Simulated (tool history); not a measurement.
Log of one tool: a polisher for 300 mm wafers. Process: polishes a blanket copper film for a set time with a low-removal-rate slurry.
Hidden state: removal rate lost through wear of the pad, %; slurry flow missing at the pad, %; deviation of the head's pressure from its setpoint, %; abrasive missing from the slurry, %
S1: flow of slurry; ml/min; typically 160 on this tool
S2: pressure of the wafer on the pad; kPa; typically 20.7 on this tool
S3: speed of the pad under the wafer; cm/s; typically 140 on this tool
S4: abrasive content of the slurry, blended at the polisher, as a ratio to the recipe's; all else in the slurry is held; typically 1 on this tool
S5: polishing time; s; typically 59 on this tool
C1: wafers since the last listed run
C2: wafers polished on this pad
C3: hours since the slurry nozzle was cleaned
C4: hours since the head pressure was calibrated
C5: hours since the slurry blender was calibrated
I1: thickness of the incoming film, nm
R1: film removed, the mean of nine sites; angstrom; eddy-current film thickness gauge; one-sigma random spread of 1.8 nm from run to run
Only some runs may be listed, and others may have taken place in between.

Run 1, hour 0: usual settings; C1 0; C2 1143; C3 779.5; C4 622.2; C5 29.7; I1 1301.8. Result: R1 2188 angstrom.
Run 2, hour 25.6: usual settings but S1 130 ml/min; C1 169; C2 1312; C3 805.1; C4 647.8; C5 55.3; I1 1301.5. Result: R1 2056 angstrom.
At hour 45.3: worn pad replaced by a new one.
Run 3, hour 49.2: usual settings but S1 130 ml/min; C1 129; C2 25; C3 828.7; C4 671.4; C5 78.9; I1 1317.3. Result: R1 2061 angstrom.
Run 4, hour 66: usual settings but S1 130 ml/min; C1 110; C2 136; C3 845.5; C4 688.2; C5 95.7; I1 1308.4. Result: R1 2031 angstrom.
Run 5, hour 88.5: usual settings but S3 172 cm/s; C1 148; C2 285; C3 868; C4 710.7; C5 118.2; I1 1290.4. Result: R1 2564 angstrom.
Run 6, hour 108.9: usual settings but S3 172 cm/s; C1 134; C2 419; C3 888.4; C4 731.1; C5 138.6; I1 1291.5. Result: R1 2599 angstrom.
At hour 118: slurry nozzle cleaned.
Run 7, hour 125.9: usual settings; C1 105; C2 525; C3 7.9; C4 748.1; C5 155.6; I1 1307.6. Result: R1 2350 angstrom.
Run 8, hour 158.4: usual settings; C1 214; C2 740; C3 40.4; C4 780.6; C5 188.1; I1 1294.2. Result: R1 2363 angstrom.
Run 9, hour 192.2: usual settings; C1 223; C2 963; C3 74.2; C4 814.4; C5 221.9; I1 1295.9. Result: R1 2412 angstrom.
At hour 203.7: slurry blender recalibrated.
Run 10, hour 257.9: usual settings but S2 27.6 kPa, S3 176 cm/s, S5 64 s; C1 420; C2 1384; C3 139.9; C4 880.1; C5 54.2; I1 1288.9. Result: R1 4253 angstrom.
At hour 281.7: worn pad replaced by a new one.
Run 11, hour 285: usual settings but S2 27.6 kPa; C1 152; C2 21; C3 167; C4 907.2; C5 81.3; I1 1311.5. Result: R1 3215 angstrom.
At hour 291.2: head pressure recalibrated.
Run 12, hour 301.7: usual settings; C1 97; C2 118; C3 183.7; C4 10.5; C5 98; I1 1289. Result: R1 2167 angstrom.
Run 13, hour 318.2: usual settings but S3 178 cm/s, S4 0.8; C1 108; C2 227; C3 200.2; C4 27; C5 114.5; I1 1302.2. Result: R1 2583 angstrom.
Run 14, hour 341.5: usual settings but S3 184 cm/s; C1 153; C2 381; C3 223.5; C4 50.3; C5 137.8; I1 1291.8. Result: R1 2838 angstrom.
Run 15, hour 372.2: usual settings but S2 18.6 kPa, S4 1.2; C1 202; C2 584; C3 254.2; C4 81; C5 168.5; I1 1320.6. Result: R1 2083 angstrom.
Run 16, hour 391.2: usual settings but S1 125 ml/min, S2 17.9 kPa, S3 112 cm/s, S4 0.85; C1 125; C2 709; C3 273.2; C4 100; C5 187.5; I1 1274.7. Result: R1 1434 angstrom.
Run 17, hour 422.5: usual settings but S2 24.8 kPa, S3 174 cm/s, S4 1.2, S5 47 s; C1 206; C2 916; C3 304.5; C4 131.3; C5 218.8; I1 1296.3. Result: R1 2672 angstrom.
At hour 448.2: slurry blender recalibrated.
Run 18, hour 452.7: usual settings but S3 104 cm/s, S4 1.25; C1 186; C2 1102; C3 334.7; C4 161.5; C5 4.5; I1 1296.8. Result: R1 1777 angstrom.
Run 19, hour 482.7: usual settings but S5 46 s; C1 198; C2 1301; C3 364.7; C4 191.5; C5 34.5; I1 1293.3. Result: R1 1691 angstrom.
At hour 498: worn pad replaced by a new one.
Run 20, hour 516.9: usual settings; C1 199; C2 124; C3 398.9; C4 225.7; C5 68.7; I1 1302.5. Result: R1 2228 angstrom.
Run 21, hour 538.5: usual settings; C1 142; C2 267; C3 420.5; C4 247.3; C5 90.3; I1 1290.5. Result: R1 2171 angstrom.
Run 22, hour 556: usual settings but S2 23.4 kPa, S3 160 cm/s; C1 115; C2 383; C3 438; C4 264.8; C5 107.8; I1 1290.9. Result: R1 2824 angstrom.
Run 23, hour 582.1: usual settings but S2 15.2 kPa; C1 172; C2 555; C3 464.1; C4 290.9; C5 133.9; I1 1288.5. Result: R1 1628 angstrom.
Run 24, hour 614.8: usual settings but S1 210 ml/min, S3 156 cm/s; C1 215; C2 771; C3 496.8; C4 323.6; C5 166.6; I1 1292.6. Result: R1 2521 angstrom.
Run 25, hour 632.5: usual settings but S1 195 ml/min, S2 22.8 kPa, S4 1.3; C1 116; C2 888; C3 514.5; C4 341.3; C5 184.3; I1 1297.2. Result: R1 2694 angstrom.
Run 26, hour 662: usual settings; C1 194; C2 1083; C3 544; C4 370.8; C5 213.8; I1 1300.2. Result: R1 2195 angstrom.
At hour 664.9: slurry blender recalibrated.
Run 27, hour 696.4: usual settings but S3 160 cm/s, S5 76 s; C1 213; C2 1297; C3 578.4; C4 405.2; C5 31.5; I1 1291.2. Result: R1 3204 angstrom.
Run 28, hour 716.3: usual settings; C1 131; C2 1428; C3 598.3; C4 425.1; C5 51.4; I1 1306.8. Result: R1 2172 angstrom.
At hour 739.4: worn pad replaced by a new one.
Run 29, hour 739.9: usual settings but S4 0.8; C1 129; C2 3; C3 621.9; C4 448.7; C5 75; I1 1297. Result: R1 2064 angstrom.

Each row is a separate what-if for the run after 29, all from the same tool condition, not one after another. Results?
Run A, hour 740.3: usual settings but S5 49 s; C1 2; C2 5; C3 622.3; C4 449.1; C5 75.4; I1 1302.6. Result: R1 ?.
Run B, hour 740.3: usual settings but S3 104 cm/s; C1 2; C2 5; C3 622.3; C4 449.1; C5 75.4; I1 1302.6. Result: R1 ?.
Run C, hour 740.3: usual settings but S1 190 ml/min, S5 51 s; C1 2; C2 5; C3 622.3; C4 449.1; C5 75.4; I1 1302.6. Result: R1 ?.
Run D, hour 740.3: usual settings but S2 25.5 kPa, S4 0.9; C1 2; C2 5; C3 622.3; C4 449.1; C5 75.4; I1 1302.6. Result: R1 ?.
Run E, hour 740.3: usual settings but S3 126 cm/s; C1 2; C2 5; C3 622.3; C4 449.1; C5 75.4; I1 1302.6. Result: R1 ?.

run    R1
  A  1802
  B  1680
  C  1941
  D  2608
  E  1979
What these runs would have given with no unlogged condition in the tool:
run    R1
  A  1810
  B  1688
  C  1932
  D  2620
  E  1989

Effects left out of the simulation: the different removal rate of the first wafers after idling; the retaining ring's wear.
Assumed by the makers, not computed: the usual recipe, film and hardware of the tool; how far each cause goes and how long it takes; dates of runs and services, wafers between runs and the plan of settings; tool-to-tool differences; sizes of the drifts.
